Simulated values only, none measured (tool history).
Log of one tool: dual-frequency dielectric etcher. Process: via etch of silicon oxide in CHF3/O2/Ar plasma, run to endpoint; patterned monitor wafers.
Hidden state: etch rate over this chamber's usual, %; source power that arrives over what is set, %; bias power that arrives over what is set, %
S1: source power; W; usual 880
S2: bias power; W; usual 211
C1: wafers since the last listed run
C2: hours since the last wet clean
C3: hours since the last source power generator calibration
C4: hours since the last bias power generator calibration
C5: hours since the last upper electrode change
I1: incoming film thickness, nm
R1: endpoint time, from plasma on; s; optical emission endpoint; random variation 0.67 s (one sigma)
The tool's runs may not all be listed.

run   hour    S1   S2   C1     C2      C3      C4      C5     I1     R1
  1      0   880  211    0  280.7  2491.6  2614.1  4468.5  545.9  223.1
  2   27.2   880  211   87  307.9  2518.8  2641.3  4495.7  541.2  223.4
  3   55.6   880  211   90  336.3  2547.2  2669.7  4524.1    544  223.9
  4  107.7   880  211  166  388.4  2599.3  2721.8  4576.2  548.6  226.3
  5  127.4   880  211   63  408.1    2619  2741.5  4595.9  552.8  228.2
  6  160.2   740  211  105  440.9  2651.8  2774.3  4628.7  543.9  238.2
     192.3  -- wet clean of the chamber
     200.8  -- upper electrode replaced
  7  201.3   880  211   27      9  2692.9  2815.4     0.5  551.9  226.4
  8  205.2   880  211   12   12.9  2696.8  2819.3     4.4  544.3  222.9
  9  217.6   810  211   39   25.3  2709.2  2831.7    16.8  545.3    229
 10  242.6   810  211   80   50.3  2734.2  2856.7    41.8  549.6  230.5
 11  258.7   880  211   51   66.4  2750.3  2872.8    57.9  550.2  225.5
 12  289.2   880  211   97   96.9  2780.8  2903.3    88.4  547.2  223.4
 13    305   690  235   50  112.7  2796.6  2919.1   104.2  549.3  234.4
 14  329.5   980  224   78  137.2  2821.1  2943.6   128.7  546.1  212.2
 15  359.7  1040  261   96  167.4  2851.3  2973.8   158.9  549.5  200.5
     364.7  -- bias power generator calibrated
 16  390.8   800  240   86  198.5  2882.4    26.1     190  548.4  223.5
 17  411.8  1010  194   67  219.5  2903.4    47.1     211  546.5  220.7

Run 18 comes next. What will it give?
     420.2  -- source power generator calibrated
 18  427.7  880  211  38  235.4  7.5  63  226.9  548.3   ?

R1: 225.5 s
Without the tool's hidden state the same run would have given R1 223.9 s.
